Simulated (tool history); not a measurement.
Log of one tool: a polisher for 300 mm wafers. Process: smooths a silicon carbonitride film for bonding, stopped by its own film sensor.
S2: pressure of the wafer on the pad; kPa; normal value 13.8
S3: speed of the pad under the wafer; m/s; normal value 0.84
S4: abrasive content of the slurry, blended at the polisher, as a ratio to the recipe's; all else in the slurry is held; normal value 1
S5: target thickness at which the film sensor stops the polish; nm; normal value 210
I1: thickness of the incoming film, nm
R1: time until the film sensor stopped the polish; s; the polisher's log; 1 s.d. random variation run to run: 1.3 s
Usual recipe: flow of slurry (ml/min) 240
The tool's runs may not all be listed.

{"run": 1, "hour": 0.0, "flow of slurry (ml/min)": 240, "S2": 13.8, "S3": 0.84, "S4": 1, "S5": 210, "I1": 241.4, "R1": 155.1}
{"run": 2, "hour": 32.7, "flow of slurry (ml/min)": 240, "S2": 13.8, "S3": 0.84, "S4": 1, "S5": 210, "I1": 236.4, "R1": 131.6}
{"hour": 48.2, "done": "worn pad replaced by a new one"}
{"run": 3, "hour": 48.7, "flow of slurry (ml/min)": 240, "S2": 13.8, "S3": 0.84, "S4": 1, "S5": 210, "I1": 235.3, "R1": 130.1}
{"run": 4, "hour": 61.4, "flow of slurry (ml/min)": 240, "S2": 13.8, "S3": 0.84, "S4": 1, "S5": 210, "I1": 242.4, "R1": 166.5}
{"run": 5, "hour": 80.6, "flow of slurry (ml/min)": 240, "S2": 13.8, "S3": 0.84, "S4": 1, "S5": 210, "I1": 239.1, "R1": 151.8}
{"hour": 98.0, "done": "slurry blender recalibrated"}
{"run": 6, "hour": 99.4, "flow of slurry (ml/min)": 240, "S2": 13.8, "S3": 0.84, "S4": 1, "S5": 210, "I1": 244.4, "R1": 168.2}
{"run": 7, "hour": 130.3, "flow of slurry (ml/min)": 205, "S2": 13.8, "S3": 0.84, "S4": 1, "S5": 210, "I1": 240.3, "R1": 152.9}
{"run": 8, "hour": 162.8, "flow of slurry (ml/min)": 240, "S2": 13.8, "S3": 0.84, "S4": 1, "S5": 210, "I1": 235.6, "R1": 124}
{"run": 9, "hour": 193.9, "flow of slurry (ml/min)": 240, "S2": 13.8, "S3": 0.84, "S4": 1, "S5": 210, "I1": 236.5, "R1": 130.6}
{"run": 10, "hour": 231.9, "flow of slurry (ml/min)": 240, "S2": 15.9, "S3": 0.84, "S4": 1, "S5": 210, "I1": 240.3, "R1": 132.1}
{"hour": 243.7, "done": "head pressure recalibrated"}
{"run": 11, "hour": 248.4, "flow of slurry (ml/min)": 240, "S2": 13.8, "S3": 0.84, "S4": 1, "S5": 210, "I1": 239.1, "R1": 144.2}
{"run": 12, "hour": 279.9, "flow of slurry (ml/min)": 240, "S2": 13.8, "S3": 0.84, "S4": 1, "S5": 210, "I1": 236.2, "R1": 134.4}
{"hour": 305.3, "done": "worn pad replaced by a new one"}
{"hour": 306.5, "done": "slurry nozzle cleaned"}
{"hour": 352.8, "done": "slurry blender recalibrated"}
{"run": 13, "hour": 358.3, "flow of slurry (ml/min)": 200, "S2": 15.2, "S3": 1.02, "S4": 1, "S5": 210, "I1": 237.7, "R1": 107.5}
{"run": 14, "hour": 376.7, "flow of slurry (ml/min)": 240, "S2": 13.8, "S3": 0.84, "S4": 0.75, "S5": 210, "I1": 236.2, "R1": 144.2}
{"run": 15, "hour": 400.3, "flow of slurry (ml/min)": 240, "S2": 13.8, "S3": 0.84, "S4": 1, "S5": 210, "I1": 242.5, "R1": 160.5}
{"run": 16, "hour": 418.7, "flow of slurry (ml/min)": 205, "S2": 17.9, "S3": 0.84, "S4": 1.1, "S5": 201, "I1": 236.8, "R1": 131.6}
{"run": 17, "hour": 434.8, "flow of slurry (ml/min)": 315, "S2": 9.7, "S3": 0.56, "S4": 1, "S5": 210, "I1": 237.2, "R1": 262.8}
{"run": 18, "hour": 450.0, "flow of slurry (ml/min)": 240, "S2": 13.8, "S3": 0.84, "S4": 1, "S5": 201, "I1": 237.6, "R1": 183.4}
{"run": 19, "hour": 464.7, "flow of slurry (ml/min)": 240, "S2": 13.8, "S3": 0.74, "S4": 1, "S5": 202, "I1": 236.3, "R1": 189.6}
{"run": 20, "hour": 498.7, "flow of slurry (ml/min)": 300, "S2": 13.8, "S3": 0.84, "S4": 1, "S5": 210, "I1": 240.1, "R1": 150.2}

Estimate the outcome of run 21 from the log above:
{"run": 21, "hour": 527.3, "flow of slurry (ml/min)": 240, "S2": 11, "S3": 0.84, "S4": 1, "S5": 207, "I1": 239.8, "R1": "?"}

Run 21 produced R1 211.8 s.
With the hidden condition absent and the run-to-run variation left alone, this run would have shown R1 199.7 s.
